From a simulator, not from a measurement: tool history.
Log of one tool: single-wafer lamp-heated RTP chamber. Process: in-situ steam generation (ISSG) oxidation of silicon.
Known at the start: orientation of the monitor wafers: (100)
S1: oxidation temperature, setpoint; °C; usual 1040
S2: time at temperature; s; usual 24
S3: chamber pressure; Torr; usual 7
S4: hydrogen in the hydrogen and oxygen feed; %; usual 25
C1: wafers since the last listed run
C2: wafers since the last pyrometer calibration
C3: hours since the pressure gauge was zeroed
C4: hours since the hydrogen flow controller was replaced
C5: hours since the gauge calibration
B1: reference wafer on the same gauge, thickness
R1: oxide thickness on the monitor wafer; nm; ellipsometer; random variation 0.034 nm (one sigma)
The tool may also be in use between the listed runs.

run	hour	S1	S2	S3	S4	C1	C2	C3	C4	C5	B1	R1
1	0	1040	24	7.7	25	0	309	2786.8	3093.4	386.4	8.711	7.428
2	71.8	1040	24	7.7	25	826	1135	2858.6	3165.2	458.2	8.711	7.487
3	102.6	1040	24	7	25	354	1490	2889.4	3196	489	8.714	7.51
4	149.6	1040	24	7	25	541	2031	2936.4	3243	536	8.709	7.518
5	216.6	1040	24	7	25	771	2802	3003.4	3310	603	8.707	7.581
6	275.5	1040	24	7	18	678	3480	3062.3	3368.9	661.9	8.726	7.154
# hour 318.9: pyrometer window cleaned and pyrometer calibrated
7	319.3	1040	24	7	18	412	4	3106.1	3412.7	705.7	8.714	6.749
8	368.1	1040	24	7	18	561	566	3154.9	3461.5	754.5	8.737	6.798
9	394.5	1040	24	7	25	303	869	3181.3	3487.9	780.9	8.717	7.423
10	455.6	1040	24	7	25	703	1573	3242.4	3549	842	8.702	7.516
11	544.5	1040	24	7	25	1023	2596	3331.3	3637.9	930.9	8.725	7.579
12	596.6	1040	24	7	25	599	3196	3383.4	3690	983	8.725	7.651
# hour 625.1: pyrometer window cleaned and pyrometer calibrated
13	633.2	1040	24	7	25	329	93	3420	3726.6	1019.6	8.716	7.287
14	680.8	1040	24	7	25	547	641	3467.6	3774.2	1067.2	8.734	7.428
15	706	1048	24	7.7	20	290	931	3492.8	3799.4	1092.4	8.744	7.298
16	764.9	1040	17	6.9	17	678	1609	3551.7	3858.3	1151.3	8.711	5.715
17	791.2	1040	17	7.8	17	302	1912	3578	3884.6	1177.6	8.712	5.694
# hour 857.7: pressure gauge zeroed
18	858.2	1040	24	8.1	25	679	2591	0.5	3951.6	1244.6	8.726	7.606
19	903	1040	24	6.9	18	515	3107	45.3	3996.4	1289.4	8.724	7.047
# hour 942.4: hydrogen flow controller replaced
20	959.9	1050	24	7.7	25	562	3670	102.2	17.5	1346.3	8.718	8.186
21	985.5	1040	24	8.4	32	294	3965	127.8	43.1	1371.9	8.716	8.191
# hour 1015.3: pyrometer window cleaned and pyrometer calibrated
22	1029.9	1040	29	7.9	32	419	168	172.2	87.5	1416.3	8.713	8.652
# hour 1063.2: gauge calibrated
23	1208.2	1040	24	7	25	2052	2220	350.5	265.8	145	8.711	7.545
24	1234	1025	24	7	25	297	2517	376.3	291.6	170.8	8.726	6.987
25	1285.7	1040	24	7	25	595	3113	428	343.3	222.5	8.699	7.639
26	1335.2	1024	24	6.9	25	569	3682	477.5	392.8	272	8.727	7.134
27	1371.1	1040	24	7	25	413	4096	513.4	428.7	307.9	8.708	7.732
# hour 1403.6: pyrometer window cleaned and pyrometer calibrated
28	1414.8	1030	24	7	25	410	128	557.1	472.4	351.6	8.716	6.92
29	1469.2	1040	24	6.9	18	626	755	611.5	526.8	406	8.724	6.839
30	1540.7	1040	24	6.9	18	823	1578	683	598.3	477.5	8.718	6.851
31	1567.5	1040	24	7	25	308	1886	709.8	625.1	504.3	8.736	7.44

Measured less the same run without the tool's hidden state. The same run-to-run variation is in both; the gauge's scatter may not be:
The hidden state here: true wafer temperature minus pyrometer reading, K; true pressure minus gauge reading, Torr; deviation of the hydrogen flow from its setpoint, %; gauge reads high (%).
run	R1
1	+0.083
2	+0.163
3	+0.198
4	+0.252
5	+0.329
6	+0.374
7	+0.029
8	+0.078
9	+0.115
10	+0.185
11	+0.287
12	+0.35
13	+0.02
14	+0.073
15	+0.103
16	+0.119
17	+0.14
18	+0.276
19	+0.303
20	+0.442
21	+0.453
22	+0.072
23	+0.261
24	+0.25
25	+0.353
26	+0.354
27	+0.456
28	+0.022
29	+0.08
30	+0.153
31	+0.195
